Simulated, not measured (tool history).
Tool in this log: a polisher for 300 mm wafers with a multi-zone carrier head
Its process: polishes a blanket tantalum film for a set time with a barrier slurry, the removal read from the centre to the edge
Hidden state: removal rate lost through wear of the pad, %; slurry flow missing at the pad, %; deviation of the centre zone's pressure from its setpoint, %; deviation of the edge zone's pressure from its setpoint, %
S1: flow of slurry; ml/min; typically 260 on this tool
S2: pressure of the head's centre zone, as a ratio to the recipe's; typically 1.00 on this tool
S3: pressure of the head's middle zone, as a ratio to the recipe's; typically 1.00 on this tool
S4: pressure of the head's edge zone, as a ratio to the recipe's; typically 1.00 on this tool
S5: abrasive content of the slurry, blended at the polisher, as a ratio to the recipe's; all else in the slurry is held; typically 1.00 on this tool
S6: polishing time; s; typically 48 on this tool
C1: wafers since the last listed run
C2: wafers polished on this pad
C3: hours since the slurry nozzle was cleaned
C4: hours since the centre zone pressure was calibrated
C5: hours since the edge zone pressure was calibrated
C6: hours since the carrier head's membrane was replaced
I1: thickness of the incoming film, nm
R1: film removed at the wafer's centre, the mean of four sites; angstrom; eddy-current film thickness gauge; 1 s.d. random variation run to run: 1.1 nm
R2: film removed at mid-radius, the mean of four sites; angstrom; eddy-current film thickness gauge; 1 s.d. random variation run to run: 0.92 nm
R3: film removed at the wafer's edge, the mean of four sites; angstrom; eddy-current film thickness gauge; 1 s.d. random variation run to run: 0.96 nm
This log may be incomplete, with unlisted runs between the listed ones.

Run 1, hour 0.0: usual settings; C1 0; C2 300; C3 571.6; C4 1070.5; C5 1269.6; C6 390.3; I1 340.9. Result: R1 744 angstrom, R2 743 angstrom, R3 783 angstrom.
Run 2, hour 9.5: usual settings; C1 98; C2 399; C3 581.1; C4 1080.0; C5 1279.1; C6 399.8; I1 346.1. Result: R1 753 angstrom, R2 748 angstrom, R3 777 angstrom.
Run 3, hour 25.7: usual settings; C1 167; C2 566; C3 597.3; C4 1096.2; C5 1295.3; C6 416.0; I1 342.5. Result: R1 735 angstrom, R2 758 angstrom, R3 767 angstrom.
Run 4, hour 37.1: usual settings but S1 205 ml/min; C1 117; C2 683; C3 608.7; C4 1107.6; C5 1306.7; C6 427.4; I1 337.4. Result: R1 715 angstrom, R2 717 angstrom, R3 749 angstrom.
Run 5, hour 52.9: usual settings but S1 205 ml/min; C1 163; C2 846; C3 624.5; C4 1123.4; C5 1322.5; C6 443.2; I1 342.6. Result: R1 703 angstrom, R2 712 angstrom, R3 760 angstrom.
At hour 57.1: worn pad replaced by a new one.
At hour 59.4: centre zone pressure recalibrated.
Run 6, hour 70.4: usual settings but S1 205 ml/min; C1 118; C2 116; C3 642.0; C4 11.0; C5 1340.0; C6 460.7; I1 339.8. Result: R1 694 angstrom, R2 699 angstrom, R3 756 angstrom.
Run 7, hour 80.2: usual settings but S4 1.04; C1 101; C2 217; C3 651.8; C4 20.8; C5 1349.8; C6 470.5; I1 334.9. Result: R1 745 angstrom, R2 763 angstrom, R3 781 angstrom.
Run 8, hour 88.0: usual settings but S2 0.91, S5 1.10; C1 80; C2 298; C3 659.6; C4 28.6; C5 1357.6; C6 478.3; I1 341.4. Result: R1 708 angstrom, R2 780 angstrom, R3 795 angstrom.
Run 9, hour 97.9: usual settings; C1 102; C2 400; C3 669.5; C4 38.5; C5 1367.5; C6 488.2; I1 340.3. Result: R1 744 angstrom, R2 758 angstrom, R3 783 angstrom.
Run 10, hour 114.2: usual settings; C1 168; C2 568; C3 685.8; C4 54.8; C5 1383.8; C6 504.5; I1 337.9. Result: R1 751 angstrom, R2 752 angstrom, R3 761 angstrom.
At hour 122.3: slurry nozzle cleaned.
Run 11, hour 126.1: usual settings but S2 1.06, S3 1.08; C1 112; C2 681; C3 3.8; C4 66.7; C5 1395.7; C6 516.4; I1 340.2. Result: R1 882 angstrom, R2 880 angstrom, R3 839 angstrom.
At hour 132.4: edge zone pressure recalibrated.
At hour 139.6: worn pad replaced by a new one, of another model than before.
Run 12, hour 163.3: usual settings but S1 335 ml/min, S4 0.94; C1 321; C2 244; C3 41.0; C4 103.9; C5 30.9; C6 553.6; I1 337.2. Result: R1 860 angstrom, R2 842 angstrom, R3 826 angstrom.
Run 13, hour 175.3: usual settings; C1 123; C2 367; C3 53.0; C4 115.9; C5 42.9; C6 565.6; I1 344.3. Result: R1 820 angstrom, R2 790 angstrom, R3 811 angstrom.
Run 14, hour 185.8: usual settings but S1 310 ml/min, S2 0.96, S4 0.95; C1 108; C2 476; C3 63.5; C4 126.4; C5 53.4; C6 576.1; I1 345.4. Result: R1 822 angstrom, R2 823 angstrom, R3 817 angstrom.
At hour 201.4: carrier head's membrane replaced by a new one.
Run 15, hour 201.9: usual settings but S2 1.10, S3 0.93; C1 114; C2 590; C3 79.6; C4 142.5; C5 69.5; C6 0.5; I1 340.0. Result: R1 880 angstrom, R2 741 angstrom, R3 809 angstrom.
Run 16, hour 205.5: usual settings; C1 37; C2 627; C3 83.2; C4 146.1; C5 73.1; C6 4.1; I1 344.0. Result: R1 773 angstrom, R2 777 angstrom, R3 805 angstrom.
At hour 219.0: worn pad replaced by a new one.
Run 17, hour 219.5: usual settings but S2 0.89; C1 103; C2 5; C3 97.2; C4 160.1; C5 87.1; C6 18.1; I1 338.3. Result: R1 690 angstrom, R2 779 angstrom, R3 810 angstrom.
Run 18, hour 224.7: usual settings but S1 205 ml/min, S2 0.97, S3 0.90, S5 0.90; C1 53; C2 59; C3 102.4; C4 165.3; C5 92.3; C6 23.3; I1 335.9. Result: R1 620 angstrom, R2 598 angstrom, R3 704 angstrom.
Run 19, hour 235.4: usual settings; C1 110; C2 169; C3 113.1; C4 176.0; C5 103.0; C6 34.0; I1 339.3. Result: R1 779 angstrom, R2 783 angstrom, R3 793 angstrom.
Run 20, hour 252.5: usual settings but S2 1.11; C1 176; C2 345; C3 130.2; C4 193.1; C5 120.1; C6 51.1; I1 345.1. Result: R1 858 angstrom, R2 767 angstrom, R3 776 angstrom.
Run 21, hour 261.3: usual settings but S1 210 ml/min, S3 1.05, S5 1.15, S6 57 s; C1 90; C2 436; C3 139.0; C4 201.9; C5 128.9; C6 59.9; I1 344.0. Result: R1 818 angstrom, R2 870 angstrom, R3 878 angstrom.
Run 22, hour 273.9: usual settings; C1 130; C2 566; C3 151.6; C4 214.5; C5 141.5; C6 72.5; I1 338.2. Result: R1 746 angstrom, R2 745 angstrom, R3 776 angstrom.
Run 23, hour 284.7: usual settings but S2 0.88, S3 0.91, S5 0.90; C1 111; C2 678; C3 162.4; C4 225.3; C5 152.3; C6 83.3; I1 337.4. Result: R1 621 angstrom, R2 663 angstrom, R3 739 angstrom.

Below are 3 alternative next runs, each starting from the tool's condition after run 23. Predict each:
Run A, hour 285.1: usual settings but S2 0.95; C1 4; C2 682; C3 162.8; C4 225.7; C5 152.7; C6 83.7; I1 345.1. Result: R1 ?, R2 ?, R3 ?.
Run B, hour 285.1: usual settings but S6 58 s; C1 4; C2 682; C3 162.8; C4 225.7; C5 152.7; C6 83.7; I1 345.1. Result: R1 ?, R2 ?, R3 ?.
Run C, hour 285.1: usual settings but S2 0.94, S3 1.05, S4 1.05; C1 4; C2 682; C3 162.8; C4 225.7; C5 152.7; C6 83.7; I1 345.1. Result: R1 ?, R2 ?, R3 ?.

run   R1   R2   R3
  A  714  733  774
  B  909  885  935
  C  707  763  792
Had the tool no hidden state, the same runs would have come out as:
run    R1   R2    R3
  A   805  815   837
  B  1024  985  1011
  C   797  850   856
